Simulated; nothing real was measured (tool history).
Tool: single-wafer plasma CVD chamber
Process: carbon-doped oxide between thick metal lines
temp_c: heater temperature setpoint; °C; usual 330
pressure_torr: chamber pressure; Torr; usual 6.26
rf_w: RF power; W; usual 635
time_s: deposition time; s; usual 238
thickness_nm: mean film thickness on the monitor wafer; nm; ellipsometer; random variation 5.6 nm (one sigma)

run,hour,temp_c,pressure_torr,rf_w,time_s,wafers since the last listed run,hours since the last thermocouple change,hours since the last RF generator calibration,hours since the last manometer calibration,hours since the showerhead was replaced,hours since the gauge calibration,"read-back reference wafer on the same gauge, thickness_nm",thickness_nm
1,0,330,6.26,635,238,0,1046.2,2045.3,2956.8,3393.5,496,1529.57,1423.704
2,6.9,330,6.26,635,238,59,1053.1,2052.2,2963.7,3400.4,502.9,1530.429,1429.977
3,24,330,6.26,635,264,148,1070.2,2069.3,2980.8,3417.5,520,1530.663,1577.697
# hour 73.3: gauge calibrated
# hour 75.5: thermocouple changed; heater temperature recalibrated
4,76,330,6.26,635,238,382,0.5,2121.3,3032.8,3469.5,2.7,1531.112,1422.252
5,83.4,330,6.26,635,238,64,7.9,2128.7,3040.2,3476.9,10.1,1527.518,1418.813
6,95.4,330,6.26,635,238,104,19.9,2140.7,3052.2,3488.9,22.1,1529.389,1425.348
7,109.5,330,5.71,565,209,122,34,2154.8,3066.3,3503,36.2,1530.769,1174.697
8,127,330,6.26,675,238,151,51.5,2172.3,3083.8,3520.5,53.7,1529.34,1476.566
# hour 147.7: capacitance manometer re-zeroed and calibrated
9,148.2,330,6.74,635,238,114,72.7,2193.5,0.5,3541.7,74.9,1529.819,1425.923
10,156,330,5.58,520,238,67,80.5,2201.3,8.3,3549.5,82.7,1529.703,1269.973
11,165.8,330,6.26,635,238,85,90.3,2211.1,18.1,3559.3,92.5,1530.76,1421.92
12,174.4,330,5.12,635,238,74,98.9,2219.7,26.7,3567.9,101.1,1528.93,1395.65
13,188.2,344,4.87,635,254,119,112.7,2233.5,40.5,3581.7,114.9,1530.359,1437.721
14,196,330,7.06,635,250,67,120.5,2241.3,48.3,3589.5,122.7,1529.397,1514.6
# hour 211: showerhead replaced
15,211.5,330,6.26,635,238,65,136,2256.8,63.8,0.5,138.2,1528.821,1432.127
16,214.7,324,5.56,725,207,27,139.2,2260,67,3.7,141.4,1530.115,1342.942
# hour 232.1: RF generator calibrated
17,232.6,330,6.26,715,261,85,157.1,0.5,84.9,21.6,159.3,1531.321,1670.081
18,240.7,335,7.69,635,238,70,165.2,8.6,93,29.7,167.4,1530.194,1417.644
19,271.9,323,5.57,740,197,270,196.4,39.8,124.2,60.9,198.6,1529.811,1289.979
20,287.9,319,7.51,710,199,138,212.4,55.8,140.2,76.9,214.6,1530.119,1322.058
21,314.5,330,6.26,635,238,230,239,82.4,166.8,103.5,241.2,1532.002,1424.184
22,325.1,335,6.26,635,199,92,249.6,93,177.4,114.1,251.8,1532.142,1174.778
23,332.2,330,6.26,635,204,61,256.7,100.1,184.5,121.2,258.9,1532.266,1227.497
24,340.6,319,6.26,635,238,72,265.1,108.5,192.9,129.6,267.3,1529.377,1479.355
25,348.1,330,6.26,540,261,65,272.6,116,200.4,137.1,274.8,1529.833,1437.667
26,360.8,330,7.79,635,238,110,285.3,128.7,213.1,149.8,287.5,1529.553,1439.96
27,371.8,330,6.26,635,272,95,296.3,139.7,224.1,160.8,298.5,1530.639,1619.674
28,385.6,342,5.75,635,238,119,310.1,153.5,237.9,174.6,312.3,1529.536,1375.447

Forecast each of these 4 alternatives for the next run:
A,386.1,330,6.26,685,238,4,310.6,154,238.4,175.1,312.8,?,?
B,386.1,322,5.54,670,285,4,310.6,154,238.4,175.1,312.8,?,?
C,386.1,330,6.26,535,238,4,310.6,154,238.4,175.1,312.8,?,?
D,386.1,335,7.56,635,238,4,310.6,154,238.4,175.1,312.8,?,?

run,"read-back reference wafer on the same gauge, thickness_nm",thickness_nm
A,1532.556,1486.159
B,1532.556,1782.141
C,1532.556,1303.489
D,1532.556,1425.713
Without the tool's hidden state the same runs would have given:
run,thickness_nm
A,1486.159
B,1782.141
C,1303.489
D,1425.713

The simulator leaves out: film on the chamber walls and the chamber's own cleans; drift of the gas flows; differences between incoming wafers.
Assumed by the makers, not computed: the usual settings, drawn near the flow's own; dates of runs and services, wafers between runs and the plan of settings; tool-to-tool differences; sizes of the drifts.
